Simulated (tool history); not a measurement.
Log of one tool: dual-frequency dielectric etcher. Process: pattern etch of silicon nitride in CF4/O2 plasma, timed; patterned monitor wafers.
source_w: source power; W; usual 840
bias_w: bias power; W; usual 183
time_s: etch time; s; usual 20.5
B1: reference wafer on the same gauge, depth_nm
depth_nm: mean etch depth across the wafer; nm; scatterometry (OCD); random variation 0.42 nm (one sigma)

{"run": 1, "hour": 0.0, "source_w": 840, "bias_w": 183, "time_s": 25.0, "B1": 65.6, "depth_nm": 81.1}
{"run": 2, "hour": 12.9, "source_w": 840, "bias_w": 183, "time_s": 20.5, "B1": 65.5, "depth_nm": 67.5}
{"run": 3, "hour": 21.4, "source_w": 840, "bias_w": 183, "time_s": 20.5, "B1": 65.6, "depth_nm": 67.2}
{"run": 4, "hour": 27.9, "source_w": 840, "bias_w": 183, "time_s": 20.5, "B1": 65.6, "depth_nm": 66.8}
{"run": 5, "hour": 34.2, "source_w": 840, "bias_w": 163, "time_s": 20.5, "B1": 65.7, "depth_nm": 65.4}
{"run": 6, "hour": 42.1, "source_w": 840, "bias_w": 163, "time_s": 20.5, "B1": 65.6, "depth_nm": 65.0}
{"run": 7, "hour": 49.4, "source_w": 840, "bias_w": 163, "time_s": 20.5, "B1": 65.7, "depth_nm": 65.7}
{"hour": 93.9, "done": "upper electrode replaced"}
{"run": 8, "hour": 94.4, "source_w": 840, "bias_w": 183, "time_s": 20.5, "B1": 65.6, "depth_nm": 66.7}
{"run": 9, "hour": 94.7, "source_w": 840, "bias_w": 154, "time_s": 20.5, "B1": 65.5, "depth_nm": 64.5}
{"run": 10, "hour": 103.7, "source_w": 840, "bias_w": 183, "time_s": 20.5, "B1": 65.5, "depth_nm": 66.7}
{"run": 11, "hour": 120.7, "source_w": 840, "bias_w": 183, "time_s": 20.5, "B1": 65.6, "depth_nm": 66.8}
{"run": 12, "hour": 128.4, "source_w": 840, "bias_w": 183, "time_s": 20.5, "B1": 65.6, "depth_nm": 66.9}
{"run": 13, "hour": 140.5, "source_w": 840, "bias_w": 183, "time_s": 20.5, "B1": 65.5, "depth_nm": 66.9}
{"run": 14, "hour": 152.2, "source_w": 680, "bias_w": 183, "time_s": 20.5, "B1": 65.6, "depth_nm": 58.4}
{"run": 15, "hour": 168.9, "source_w": 840, "bias_w": 183, "time_s": 20.5, "B1": 65.6, "depth_nm": 66.8}
{"run": 16, "hour": 179.8, "source_w": 840, "bias_w": 170, "time_s": 20.5, "B1": 65.6, "depth_nm": 66.0}
{"run": 17, "hour": 194.6, "source_w": 970, "bias_w": 223, "time_s": 18.5, "B1": 65.5, "depth_nm": 69.5}
{"hour": 212.7, "done": "bias power generator calibrated"}
{"run": 18, "hour": 213.2, "source_w": 720, "bias_w": 220, "time_s": 18.5, "B1": 65.7, "depth_nm": 57.8}
{"hour": 238.8, "done": "source power generator calibrated"}
{"hour": 240.9, "done": "wet clean of the chamber"}
{"run": 19, "hour": 241.4, "source_w": 700, "bias_w": 158, "time_s": 23.5, "B1": 65.7, "depth_nm": 68.1}
{"hour": 241.7, "done": "gauge calibrated"}
{"run": 20, "hour": 241.8, "source_w": 840, "bias_w": 139, "time_s": 15.0, "B1": 65.6, "depth_nm": 48.4}

Forecast run 21:
{"run": 21, "hour": 250.3, "source_w": 990, "bias_w": 147, "time_s": 20.5, "B1": "?", "depth_nm": "?"}

{"run 21": {"B1": 65.7, "depth_nm": 74.0}}
Without the tool's hidden state the same run would have given depth_nm 69.5 nm.
